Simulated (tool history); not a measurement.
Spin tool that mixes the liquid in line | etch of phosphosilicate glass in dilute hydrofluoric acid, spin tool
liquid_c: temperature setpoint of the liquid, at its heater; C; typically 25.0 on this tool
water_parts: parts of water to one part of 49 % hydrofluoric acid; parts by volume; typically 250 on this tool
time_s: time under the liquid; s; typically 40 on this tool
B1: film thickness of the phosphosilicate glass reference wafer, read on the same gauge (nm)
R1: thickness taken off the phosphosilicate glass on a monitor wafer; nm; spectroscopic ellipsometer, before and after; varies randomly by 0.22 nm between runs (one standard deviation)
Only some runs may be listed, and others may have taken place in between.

Run 1, hour 0.0: usual settings but liquid_c 26.0 C, water_parts 165 parts by volume; B1 80.01. Result: R1 34.31 nm.
Run 2, hour 9.0: usual settings but liquid_c 26.0 C, water_parts 165 parts by volume; B1 80.00. Result: R1 34.68 nm.
Run 3, hour 20.1: usual settings; B1 80.01. Result: R1 19.81 nm.
Run 4, hour 33.6: usual settings; B1 80.00. Result: R1 19.83 nm.
Run 5, hour 47.2: usual settings; B1 80.03. Result: R1 19.82 nm.
Run 6, hour 55.1: usual settings; B1 79.97. Result: R1 19.68 nm.
Run 7, hour 68.7: usual settings; B1 80.00. Result: R1 19.63 nm.
Run 8, hour 86.6: usual settings; B1 79.99. Result: R1 19.52 nm.
Run 9, hour 96.4: usual settings; B1 79.99. Result: R1 19.97 nm.
Run 10, hour 109.8: usual settings; B1 80.00. Result: R1 19.47 nm.
Run 11, hour 126.3: usual settings; B1 80.03. Result: R1 19.39 nm.
Run 12, hour 137.3: usual settings; B1 79.98. Result: R1 19.58 nm.
Run 13, hour 146.1: usual settings but liquid_c 22.5 C, time_s 35 s; B1 79.98. Result: R1 15.51 nm.
At hour 153.0: gauge calibrated.
Run 14, hour 158.9: usual settings; B1 80.00. Result: R1 19.36 nm.
Run 15, hour 166.4: usual settings but liquid_c 22.0 C; B1 80.00. Result: R1 17.48 nm.
Run 16, hour 183.3: usual settings but liquid_c 23.5 C; B1 80.01. Result: R1 18.34 nm.
Run 17, hour 198.0: usual settings but liquid_c 21.0 C, water_parts 145 parts by volume; B1 80.01. Result: R1 32.73 nm.
Run 18, hour 209.3: usual settings but liquid_c 20.0 C; B1 80.02. Result: R1 15.88 nm.
At hour 227.6: hydrofluoric acid flow meter replaced.
Run 19, hour 244.2: usual settings but liquid_c 29.5 C, water_parts 350 parts by volume; B1 80.00. Result: R1 16.88 nm.
Run 20, hour 255.8: usual settings but liquid_c 21.0 C, water_parts 315 parts by volume; B1 80.00. Result: R1 14.54 nm.
At hour 263.8: thermometer replaced.
Run 21, hour 264.3: usual settings but liquid_c 23.5 C; B1 80.00. Result: R1 21.41 nm.
Run 22, hour 279.1: usual settings but liquid_c 28.5 C; B1 80.00. Result: R1 25.47 nm.
Run 23, hour 290.3: usual settings but water_parts 285 parts by volume, time_s 50 s; B1 79.99. Result: R1 23.79 nm.
Run 24, hour 303.3: usual settings but liquid_c 23.0 C, water_parts 315 parts by volume, time_s 20 s; B1 80.02. Result: R1 7.64 nm.
Run 25, hour 318.6: usual settings but liquid_c 23.0 C, water_parts 135 parts by volume, time_s 25 s; B1 80.00. Result: R1 27.43 nm.
Run 26, hour 332.0: usual settings but liquid_c 23.5 C; B1 80.02. Result: R1 20.99 nm.

How would selected steps in R1 from run to run divide? Give the signed amount a tool lacking its hidden state would still show from settings, what came in and random variation, and the signed amount left for the hidden state, including any gauge scatter that is not in both of the compared results.
What the log doesn't record here: liquid hotter than its thermometer reads (K); hydrofluoric acid flow below the setpoint (%); gauge reads high (%).
Run 17 -> 18: liquid_c 21.0 -> 20.0, water_parts 145 -> 250. R1 -16.85 nm: hidden state +2.54, all else -19.39.
Run 18 -> 19: liquid_c 20.0 -> 29.5, water_parts 250 -> 350, hydrofluoric acid flow meter replaced. R1 +1.00 nm: hidden state +2.67, all else -1.67.
Run 24 -> 25: water_parts 315 -> 135, time_s 20 -> 25. R1 +19.79 nm: hidden state -0.38, all else +20.17.
